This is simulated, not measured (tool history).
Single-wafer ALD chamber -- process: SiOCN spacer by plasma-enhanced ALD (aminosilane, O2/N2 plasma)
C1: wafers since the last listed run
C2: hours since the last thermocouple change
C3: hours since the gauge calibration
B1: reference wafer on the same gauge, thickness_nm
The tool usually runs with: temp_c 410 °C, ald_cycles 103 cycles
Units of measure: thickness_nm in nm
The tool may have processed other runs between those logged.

run 1 hour=0 | temp_c=410 ald_cycles=97 | C1=0 C2=1909.4 C3=654 | B1=6.24 | thickness_nm=5.461
run 2 hour=41.7 | temp_c=419 ald_cycles=103 | C1=145 C2=1951.1 C3=695.7 | B1=6.239 | thickness_nm=5.659
run 3 hour=86.2 | temp_c=419 ald_cycles=103 | C1=155 C2=1995.6 C3=740.2 | B1=6.236 | thickness_nm=5.642
run 4 hour=118.9 | temp_c=406 ald_cycles=87 | C1=114 C2=2028.3 C3=772.9 | B1=6.242 | thickness_nm=4.974
run 5 hour=217.7 | temp_c=406 ald_cycles=87 | C1=345 C2=2127.1 C3=871.7 | B1=6.24 | thickness_nm=4.977
run 6 hour=268.4 | temp_c=406 ald_cycles=87 | C1=177 C2=2177.8 C3=922.4 | B1=6.241 | thickness_nm=4.958
run 7 hour=312.4 | temp_c=410 ald_cycles=98 | C1=153 C2=2221.8 C3=966.4 | B1=6.241 | thickness_nm=5.537
run 8 hour=456 | temp_c=417 ald_cycles=103 | C1=502 C2=2365.4 C3=1110 | B1=6.241 | thickness_nm=5.708
run 9 hour=579.1 | temp_c=417 ald_cycles=103 | C1=430 C2=2488.5 C3=1233.1 | B1=6.241 | thickness_nm=5.705
run 10 hour=620 | temp_c=400 ald_cycles=97 | C1=143 C2=2529.4 C3=1274 | B1=6.239 | thickness_nm=5.607
run 11 hour=647.1 | temp_c=410 ald_cycles=103 | C1=94 C2=2556.5 C3=1301.1 | B1=6.241 | thickness_nm=5.842
run 12 hour=706.1 | temp_c=410 ald_cycles=103 | C1=206 C2=2615.5 C3=1360.1 | B1=6.237 | thickness_nm=5.854
run 13 hour=730.1 | temp_c=410 ald_cycles=103 | C1=83 C2=2639.5 C3=1384.1 | B1=6.243 | thickness_nm=5.853
run 14 hour=792.5 | temp_c=410 ald_cycles=103 | C1=218 C2=2701.9 C3=1446.5 | B1=6.241 | thickness_nm=5.821
-- hour=802.5 gauge calibrated
run 15 hour=843 | temp_c=410 ald_cycles=103 | C1=176 C2=2752.4 C3=40.5 | B1=6.238 | thickness_nm=5.869
-- hour=871.2 thermocouple changed; heater temperature recalibrated
run 16 hour=913.3 | temp_c=410 ald_cycles=103 | C1=217 C2=42.1 C3=110.8 | B1=6.233 | thickness_nm=5.766
run 17 hour=951.4 | temp_c=406 ald_cycles=87 | C1=133 C2=80.2 C3=148.9 | B1=6.241 | thickness_nm=4.93
run 18 hour=1023.4 | temp_c=415 ald_cycles=119 | C1=251 C2=152.2 C3=220.9 | B1=6.232 | thickness_nm=6.51
run 19 hour=1070.1 | temp_c=410 ald_cycles=97 | C1=163 C2=198.9 C3=267.6 | B1=6.243 | thickness_nm=5.432
run 20 hour=1238 | temp_c=401 ald_cycles=103 | C1=587 C2=366.8 C3=435.5 | B1=6.241 | thickness_nm=5.915
run 21 hour=1290.2 | temp_c=397 ald_cycles=90 | C1=182 C2=419 C3=487.7 | B1=6.251 | thickness_nm=5.204
run 22 hour=1329.9 | temp_c=415 ald_cycles=103 | C1=138 C2=458.7 C3=527.4 | B1=6.237 | thickness_nm=5.669
run 23 hour=1370.2 | temp_c=418 ald_cycles=103 | C1=141 C2=499 C3=567.7 | B1=6.239 | thickness_nm=5.633
run 24 hour=1420.7 | temp_c=422 ald_cycles=103 | C1=176 C2=549.5 C3=618.2 | B1=6.234 | thickness_nm=5.561
run 25 hour=1460.5 | temp_c=402 ald_cycles=118 | C1=139 C2=589.3 C3=658 | B1=6.245 | thickness_nm=6.747
run 26 hour=1516.6 | temp_c=410 ald_cycles=103 | C1=196 C2=645.4 C3=714.1 | B1=6.24 | thickness_nm=5.77
run 27 hour=1558.8 | temp_c=399 ald_cycles=110 | C1=147 C2=687.6 C3=756.3 | B1=6.233 | thickness_nm=6.33
run 28 hour=1598 | temp_c=415 ald_cycles=84 | C1=137 C2=726.8 C3=795.5 | B1=6.238 | thickness_nm=4.614
run 29 hour=1636.7 | temp_c=410 ald_cycles=103 | C1=135 C2=765.5 C3=834.2 | B1=6.232 | thickness_nm=5.763
run 30 hour=1682.3 | temp_c=400 ald_cycles=122 | C1=159 C2=811.1 C3=879.8 | B1=6.229 | thickness_nm=7.032
run 31 hour=1734.6 | temp_c=410 ald_cycles=94 | C1=183 C2=863.4 C3=932.1 | B1=6.244 | thickness_nm=5.276
run 32 hour=1798.8 | temp_c=421 ald_cycles=103 | C1=224 C2=927.6 C3=996.3 | B1=6.241 | thickness_nm=5.575
run 33 hour=1823.2 | temp_c=398 ald_cycles=103 | C1=85 C2=952 C3=1020.7 | B1=6.242 | thickness_nm=5.945

Each row is a separate what-if for the run after 33, all from the same tool condition, not one after another. Results?
run A hour=1823.8 | temp_c=410 ald_cycles=90 | C1=2 C2=952.6 C3=1021.3 | B1=? | thickness_nm=?
run B hour=1823.8 | temp_c=410 ald_cycles=109 | C1=2 C2=952.6 C3=1021.3 | B1=? | thickness_nm=?
run C hour=1823.8 | temp_c=414 ald_cycles=89 | C1=2 C2=952.6 C3=1021.3 | B1=? | thickness_nm=?
run D hour=1823.8 | temp_c=401 ald_cycles=111 | C1=2 C2=952.6 C3=1021.3 | B1=? | thickness_nm=?

run=A B1=6.232 thickness_nm=5.043
run=B B1=6.232 thickness_nm=6.108
run=C B1=6.232 thickness_nm=4.929
run=D B1=6.232 thickness_nm=6.385
Take away the tool's hidden state, keep each run's random variation, and the runs would have read:
run=A thickness_nm=5.041
run=B thickness_nm=6.105
run=C thickness_nm=4.927
run=D thickness_nm=6.382
